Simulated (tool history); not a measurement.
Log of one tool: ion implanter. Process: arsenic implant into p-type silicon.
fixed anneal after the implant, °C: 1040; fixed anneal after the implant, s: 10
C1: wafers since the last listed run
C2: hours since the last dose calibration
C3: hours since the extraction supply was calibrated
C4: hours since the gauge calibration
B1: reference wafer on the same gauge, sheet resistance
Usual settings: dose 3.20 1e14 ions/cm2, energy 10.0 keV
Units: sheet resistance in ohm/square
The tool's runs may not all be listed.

{"run": 1, "hour": 0.0, "dose": 3.2, "energy": 10.0, "C1": 0, "C2": 747.7, "C3": 6741.6, "C4": 232.6, "B1": 351.03, "sheet resistance": 339.08}
{"run": 2, "hour": 26.4, "dose": 3.2, "energy": 10.0, "C1": 438, "C2": 774.1, "C3": 6768.0, "C4": 259.0, "B1": 351.07, "sheet resistance": 338.59}
{"run": 3, "hour": 68.7, "dose": 3.2, "energy": 10.0, "C1": 703, "C2": 816.4, "C3": 6810.3, "C4": 301.3, "B1": 351.06, "sheet resistance": 339.13}
{"run": 4, "hour": 101.0, "dose": 3.2, "energy": 10.0, "C1": 536, "C2": 848.7, "C3": 6842.6, "C4": 333.6, "B1": 350.87, "sheet resistance": 338.0}
{"run": 5, "hour": 170.5, "dose": 3.2, "energy": 10.0, "C1": 1155, "C2": 918.2, "C3": 6912.1, "C4": 403.1, "B1": 351.27, "sheet resistance": 338.5}
{"run": 6, "hour": 218.2, "dose": 3.2, "energy": 10.0, "C1": 792, "C2": 965.9, "C3": 6959.8, "C4": 450.8, "B1": 350.96, "sheet resistance": 338.36}
{"run": 7, "hour": 274.9, "dose": 2.86, "energy": 12.0, "C1": 942, "C2": 1022.6, "C3": 7016.5, "C4": 507.5, "B1": 350.9, "sheet resistance": 363.47}
{"hour": 298.6, "done": "extraction supply calibrated"}
{"run": 8, "hour": 307.5, "dose": 2.86, "energy": 12.0, "C1": 408, "C2": 1055.2, "C3": 8.9, "C4": 540.1, "B1": 351.01, "sheet resistance": 363.43}
{"hour": 372.1, "done": "Faraday cup replaced and dose calibrated"}
{"run": 9, "hour": 401.5, "dose": 2.86, "energy": 12.0, "C1": 1429, "C2": 29.4, "C3": 102.9, "C4": 634.1, "B1": 350.88, "sheet resistance": 357.96}
{"run": 10, "hour": 445.9, "dose": 3.2, "energy": 10.0, "C1": 738, "C2": 73.8, "C3": 147.3, "C4": 678.5, "B1": 351.15, "sheet resistance": 335.72}
{"run": 11, "hour": 470.1, "dose": 3.2, "energy": 10.0, "C1": 402, "C2": 98.0, "C3": 171.5, "C4": 702.7, "B1": 350.95, "sheet resistance": 335.24}
{"run": 12, "hour": 505.8, "dose": 3.2, "energy": 8.0, "C1": 593, "C2": 133.7, "C3": 207.2, "C4": 738.4, "B1": 351.03, "sheet resistance": 341.68}
{"run": 13, "hour": 573.0, "dose": 3.2, "energy": 8.0, "C1": 1117, "C2": 200.9, "C3": 274.4, "C4": 805.6, "B1": 350.73, "sheet resistance": 342.67}
{"run": 14, "hour": 607.7, "dose": 3.2, "energy": 10.0, "C1": 576, "C2": 235.6, "C3": 309.1, "C4": 840.3, "B1": 351.05, "sheet resistance": 337.26}
{"run": 15, "hour": 635.3, "dose": 3.46, "energy": 7.5, "C1": 458, "C2": 263.2, "C3": 336.7, "C4": 867.9, "B1": 350.88, "sheet resistance": 324.83}
{"run": 16, "hour": 671.1, "dose": 3.2, "energy": 9.5, "C1": 595, "C2": 299.0, "C3": 372.5, "C4": 903.7, "B1": 350.96, "sheet resistance": 338.23}
{"run": 17, "hour": 710.0, "dose": 3.2, "energy": 7.0, "C1": 646, "C2": 337.9, "C3": 411.4, "C4": 942.6, "B1": 351.07, "sheet resistance": 346.58}
{"run": 18, "hour": 738.5, "dose": 3.87, "energy": 7.0, "C1": 473, "C2": 366.4, "C3": 439.9, "C4": 971.1, "B1": 350.94, "sheet resistance": 298.9}
{"run": 19, "hour": 794.4, "dose": 2.8, "energy": 10.0, "C1": 929, "C2": 422.3, "C3": 495.8, "C4": 1027.0, "B1": 350.9, "sheet resistance": 372.89}
{"run": 20, "hour": 830.4, "dose": 3.2, "energy": 10.0, "C1": 598, "C2": 458.3, "C3": 531.8, "C4": 1063.0, "B1": 351.05, "sheet resistance": 337.93}
{"run": 21, "hour": 860.6, "dose": 3.2, "energy": 10.0, "C1": 502, "C2": 488.5, "C3": 562.0, "C4": 1093.2, "B1": 351.08, "sheet resistance": 336.64}
{"run": 22, "hour": 895.2, "dose": 3.66, "energy": 7.0, "C1": 575, "C2": 523.1, "C3": 596.6, "C4": 1127.8, "B1": 351.07, "sheet resistance": 313.13}
{"run": 23, "hour": 937.0, "dose": 3.97, "energy": 13.0, "C1": 694, "C2": 564.9, "C3": 638.4, "C4": 1169.6, "B1": 351.16, "sheet resistance": 279.82}
{"run": 24, "hour": 977.9, "dose": 2.94, "energy": 12.5, "C1": 679, "C2": 605.8, "C3": 679.3, "C4": 1210.5, "B1": 351.32, "sheet resistance": 352.09}
{"run": 25, "hour": 1019.5, "dose": 2.43, "energy": 7.0, "C1": 691, "C2": 647.4, "C3": 720.9, "C4": 1252.1, "B1": 351.14, "sheet resistance": 430.79}
{"run": 26, "hour": 1043.6, "dose": 3.2, "energy": 10.0, "C1": 400, "C2": 671.5, "C3": 745.0, "C4": 1276.2, "B1": 351.0, "sheet resistance": 337.97}
{"hour": 1059.6, "done": "gauge calibrated"}
{"run": 27, "hour": 1084.7, "dose": 3.76, "energy": 13.0, "C1": 683, "C2": 712.6, "C3": 786.1, "C4": 25.1, "B1": 351.31, "sheet resistance": 291.85}
{"run": 28, "hour": 1137.9, "dose": 3.2, "energy": 10.0, "C1": 884, "C2": 765.8, "C3": 839.3, "C4": 78.3, "B1": 350.98, "sheet resistance": 338.3}
{"run": 29, "hour": 1171.0, "dose": 3.2, "energy": 10.0, "C1": 550, "C2": 798.9, "C3": 872.4, "C4": 111.4, "B1": 351.19, "sheet resistance": 337.11}
{"run": 30, "hour": 1216.7, "dose": 3.2, "energy": 10.0, "C1": 759, "C2": 844.6, "C3": 918.1, "C4": 157.1, "B1": 351.02, "sheet resistance": 336.56}
{"run": 31, "hour": 1273.3, "dose": 4.13, "energy": 8.5, "C1": 940, "C2": 901.2, "C3": 974.7, "C4": 213.7, "B1": 351.23, "sheet resistance": 281.28}
{"run": 32, "hour": 1319.1, "dose": 3.54, "energy": 8.0, "C1": 761, "C2": 947.0, "C3": 1020.5, "C4": 259.5, "B1": 351.0, "sheet resistance": 318.82}
{"run": 33, "hour": 1349.3, "dose": 3.2, "energy": 10.0, "C1": 502, "C2": 977.2, "C3": 1050.7, "C4": 289.7, "B1": 351.09, "sheet resistance": 338.21}
{"run": 34, "hour": 1396.7, "dose": 2.4, "energy": 8.0, "C1": 787, "C2": 1024.6, "C3": 1098.1, "C4": 337.1, "B1": 350.96, "sheet resistance": 430.85}
{"run": 35, "hour": 1435.5, "dose": 2.8, "energy": 12.5, "C1": 645, "C2": 1063.4, "C3": 1136.9, "C4": 375.9, "B1": 350.81, "sheet resistance": 366.51}
{"run": 36, "hour": 1492.4, "dose": 2.92, "energy": 8.5, "C1": 945, "C2": 1120.3, "C3": 1193.8, "C4": 432.8, "B1": 350.98, "sheet resistance": 368.02}

Forecast run 37:
{"run": 37, "hour": 1530.7, "dose": 2.61, "energy": 13.0, "C1": 636, "C2": 1158.6, "C3": 1232.1, "C4": 471.1, "B1": "?", "sheet resistance": "?"}

{"run 37": {"B1": 351.26, "sheet resistance": 384.19}}
Without the tool's hidden state the same run would have given sheet resistance 380.77 ohm/square.

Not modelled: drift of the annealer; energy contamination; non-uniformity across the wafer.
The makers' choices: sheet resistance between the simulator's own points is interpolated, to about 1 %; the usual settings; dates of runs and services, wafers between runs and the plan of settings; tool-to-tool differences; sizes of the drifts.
